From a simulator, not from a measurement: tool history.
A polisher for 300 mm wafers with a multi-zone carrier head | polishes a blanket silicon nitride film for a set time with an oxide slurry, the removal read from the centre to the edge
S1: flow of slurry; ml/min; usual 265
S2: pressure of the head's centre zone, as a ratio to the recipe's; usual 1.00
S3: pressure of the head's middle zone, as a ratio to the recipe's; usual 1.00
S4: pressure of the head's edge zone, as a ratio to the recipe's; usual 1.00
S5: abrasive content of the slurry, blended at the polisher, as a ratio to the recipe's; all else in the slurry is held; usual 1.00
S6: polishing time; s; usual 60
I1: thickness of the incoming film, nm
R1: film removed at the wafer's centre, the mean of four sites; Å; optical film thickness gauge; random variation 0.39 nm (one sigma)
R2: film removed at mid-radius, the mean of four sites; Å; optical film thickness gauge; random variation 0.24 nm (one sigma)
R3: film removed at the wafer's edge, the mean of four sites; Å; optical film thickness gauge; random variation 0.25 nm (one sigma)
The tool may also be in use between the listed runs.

run 1 day=0.000 | S1=265 S2=1.00 S3=1.00 S4=1.00 S5=1.00 S6=74 | I1=499.9 | R1=430 R2=430 R3=433
-- day=0.292 slurry nozzle cleaned
run 2 day=0.750 | S1=265 S2=1.00 S3=1.00 S4=1.00 S5=1.00 S6=74 | I1=496.4 | R1=428 R2=423 R3=432
run 3 day=1.162 | S1=265 S2=1.03 S3=1.00 S4=1.00 S5=1.00 S6=60 | I1=491.7 | R1=358 R2=343 R3=344
run 4 day=1.450 | S1=265 S2=1.00 S3=1.00 S4=1.00 S5=1.00 S6=60 | I1=496.9 | R1=338 R2=333 R3=346
run 5 day=2.167 | S1=265 S2=0.97 S3=1.00 S4=1.00 S5=1.00 S6=60 | I1=502.5 | R1=326 R2=338 R3=339
run 6 day=2.512 | S1=265 S2=1.03 S3=1.00 S4=1.00 S5=1.00 S6=74 | I1=490.3 | R1=431 R2=411 R3=415
run 7 day=3.121 | S1=360 S2=1.00 S3=1.00 S4=1.00 S5=0.90 S6=60 | I1=503.2 | R1=319 R2=321 R3=324
run 8 day=3.400 | S1=190 S2=1.00 S3=1.11 S4=1.10 S5=0.80 S6=60 | I1=509.8 | R1=281 R2=304 R3=301
run 9 day=4.117 | S1=265 S2=1.00 S3=1.00 S4=1.00 S5=1.00 S6=60 | I1=498.3 | R1=324 R2=323 R3=327
-- day=4.700 worn pad replaced by a new one
run 10 day=4.721 | S1=265 S2=1.00 S3=1.00 S4=1.11 S5=1.00 S6=76 | I1=504.5 | R1=444 R2=453 R3=474
run 11 day=4.883 | S1=265 S2=1.00 S3=0.92 S4=1.00 S5=0.80 S6=60 | I1=499.1 | R1=314 R2=292 R3=322
run 12 day=5.142 | S1=200 S2=1.10 S3=1.00 S4=1.00 S5=1.00 S6=60 | I1=501.1 | R1=366 R2=334 R3=344
run 13 day=5.446 | S1=265 S2=1.00 S3=0.96 S4=1.09 S5=1.00 S6=78 | I1=489.9 | R1=445 R2=438 R3=480
run 14 day=5.921 | S1=265 S2=1.00 S3=1.00 S4=1.00 S5=1.00 S6=60 | I1=508.2 | R1=350 R2=344 R3=353
run 15 day=6.175 | S1=240 S2=0.91 S3=1.00 S4=1.00 S5=1.00 S6=42 | I1=502.6 | R1=218 R2=241 R3=245
-- day=6.496 edge zone pressure recalibrated
run 16 day=6.833 | S1=265 S2=0.93 S3=1.00 S4=1.00 S5=1.00 S6=60 | I1=493.3 | R1=317 R2=339 R3=350
run 17 day=7.258 | S1=300 S2=1.00 S3=1.00 S4=1.00 S5=1.00 S6=44 | I1=505.7 | R1=250 R2=250 R3=254
run 18 day=7.988 | S1=300 S2=1.00 S3=0.91 S4=1.08 S5=0.85 S6=60 | I1=509.4 | R1=308 R2=287 R3=330
run 19 day=9.571 | S1=265 S2=1.00 S3=1.07 S4=1.00 S5=1.10 S6=60 | I1=490.7 | R1=344 R2=354 R3=340
run 20 day=10.088 | S1=265 S2=1.00 S3=1.00 S4=1.00 S5=1.00 S6=60 | I1=491.0 | R1=318 R2=320 R3=327
run 21 day=10.717 | S1=265 S2=1.00 S3=0.96 S4=0.95 S5=1.25 S6=51 | I1=507.3 | R1=291 R2=285 R3=295
run 22 day=11.121 | S1=265 S2=1.00 S3=1.00 S4=0.93 S5=1.00 S6=60 | I1=498.1 | R1=319 R2=310 R3=304
-- day=11.442 worn pad replaced by a new one
run 23 day=11.500 | S1=195 S2=1.00 S3=1.00 S4=1.00 S5=1.10 S6=43 | I1=501.4 | R1=252 R2=254 R3=255

The tool's hidden state at each run:
slurry flow missing at the pad, %: 0 in every run
deviation of the centre zone's pressure from its setpoint, %: 0 in every run
deviation of the edge zone's pressure from its setpoint, %: 0 in every run
H1: removal rate lost through wear of the pad, %
run=1 H1=2.13
run=2 H1=3.45
run=3 H1=4.17
run=4 H1=4.67
run=5 H1=5.93
run=6 H1=6.53
run=7 H1=7.6
run=8 H1=8.09
run=9 H1=9.34
run=10 H1=0.64
run=11 H1=0.925
run=12 H1=1.38
run=13 H1=1.91
run=14 H1=2.74
run=15 H1=3.19
run=16 H1=4.34
run=17 H1=5.09
run=18 H1=6.36
run=19 H1=9.14
run=20 H1=10
run=21 H1=11.1
run=22 H1=11.9
run=23 H1=0.507
